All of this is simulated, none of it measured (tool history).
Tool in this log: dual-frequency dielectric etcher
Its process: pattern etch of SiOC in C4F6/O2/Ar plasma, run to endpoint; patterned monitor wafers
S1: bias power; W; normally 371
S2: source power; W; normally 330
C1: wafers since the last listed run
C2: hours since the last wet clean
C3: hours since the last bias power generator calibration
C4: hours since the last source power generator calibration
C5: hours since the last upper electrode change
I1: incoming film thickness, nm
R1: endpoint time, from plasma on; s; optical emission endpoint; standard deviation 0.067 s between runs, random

run,hour,S1,S2,C1,C2,C3,C4,C5,I1,R1
1,0.0,371,330,0,0.5,4201.1,977.2,4768.6,52.5,22.5
2,40.8,371,330,544,41.3,4241.9,1018.0,4809.4,51.9,22.0
3,100.8,371,330,800,101.3,4301.9,1078.0,4869.4,52.0,22.1
4,140.2,371,330,525,140.7,4341.3,1117.4,4908.8,52.1,21.9
5,172.5,371,330,431,173.0,4373.6,1149.7,4941.1,52.2,22.0
6,214.2,371,330,556,214.7,4415.3,1191.4,4982.8,51.5,21.7
7,240.5,371,330,350,241.0,4441.6,1217.7,5009.1,51.3,21.5
8,363.9,371,330,1646,364.4,4565.0,1341.1,5132.5,52.2,21.8
9,430.2,371,330,884,430.7,4631.3,1407.4,5198.8,51.8,21.5
10,473.0,371,330,571,473.5,4674.1,1450.2,5241.6,52.0,21.6
11,519.5,371,330,620,520.0,4720.6,1496.7,5288.1,52.7,21.8
# hour 549.5: bias power generator calibrated
# hour 606.3: upper electrode replaced
12,606.8,371,330,791,607.3,57.3,1584.0,0.5,52.3,21.4
13,613.9,371,370,94,614.4,64.4,1591.1,7.6,52.5,20.8
# hour 642.8: wet clean of the chamber
14,667.7,371,360,397,24.9,118.2,1644.9,61.4,52.1,21.2
15,729.2,298,300,820,86.4,179.7,1706.4,122.9,51.5,24.0
16,787.9,347,360,783,145.1,238.4,1765.1,181.6,52.0,21.7
17,816.5,339,390,381,173.7,267.0,1793.7,210.2,52.7,21.6
# hour 850.8: source power generator calibrated
18,868.2,324,330,636,225.4,318.7,17.4,261.9,51.1,22.8
19,909.3,344,330,548,266.5,359.8,58.5,303.0,52.1,22.7
20,949.9,371,330,541,307.1,400.4,99.1,343.6,51.5,21.7
21,999.7,371,330,664,356.9,450.2,148.9,393.4,52.2,21.8
22,1067.9,371,330,910,425.1,518.4,217.1,461.6,51.9,21.7
23,1121.4,371,330,713,478.6,571.9,270.6,515.1,52.1,21.7
24,1181.3,342,300,799,538.5,631.8,330.5,575.0,51.5,22.6
25,1238.6,408,280,764,595.8,689.1,387.8,632.3,52.4,22.0
26,1285.4,371,410,624,642.6,735.9,434.6,679.1,52.6,20.3
# hour 1336.2: wet clean of the chamber
27,1338.5,371,330,388,2.3,789.0,487.7,732.2,51.5,22.0
28,1365.2,431,330,356,29.0,815.7,514.4,758.9,51.7,20.9
29,1422.6,287,330,766,86.4,873.1,571.8,816.3,52.0,24.2
30,1469.9,416,330,631,133.7,920.4,619.1,863.6,52.6,21.3
31,1509.3,329,290,525,173.1,959.8,658.5,903.0,52.4,24.1
32,1553.9,448,370,595,217.7,1004.4,703.1,947.6,52.4,19.9
33,1737.2,371,330,2446,401.0,1187.7,886.4,1130.9,52.2,21.8
34,1803.2,322,270,880,467.0,1253.7,952.4,1196.9,52.4,24.4
35,1852.7,441,260,660,516.5,1303.2,1001.9,1246.4,51.4,21.2

Subtracting, for every run, the result it would have given without the tool's unlogged condition from the measured result gives the following. The same run-to-run variation enters both numbers; the gauge's scatter may not:
Hidden state present: etch rate over this chamber's usual, %; bias power that arrives over what is set, %; source power that arrives over what is set, %.
run,R1
1,-0.1
2,-0.2
3,-0.2
4,-0.3
5,-0.3
6,-0.4
7,-0.5
8,-0.6
9,-0.7
10,-0.7
11,-0.8
12,-1.0
13,-1.0
14,-0.4
15,-0.6
16,-0.6
17,-0.7
18,-0.3
19,-0.3
20,-0.3
21,-0.4
22,-0.5
23,-0.6
24,-0.8
25,-0.8
26,-0.7
27,-0.1
28,-0.1
29,-0.2
30,-0.3
31,-0.3
32,-0.3
33,-0.6
34,-0.8
35,-0.8

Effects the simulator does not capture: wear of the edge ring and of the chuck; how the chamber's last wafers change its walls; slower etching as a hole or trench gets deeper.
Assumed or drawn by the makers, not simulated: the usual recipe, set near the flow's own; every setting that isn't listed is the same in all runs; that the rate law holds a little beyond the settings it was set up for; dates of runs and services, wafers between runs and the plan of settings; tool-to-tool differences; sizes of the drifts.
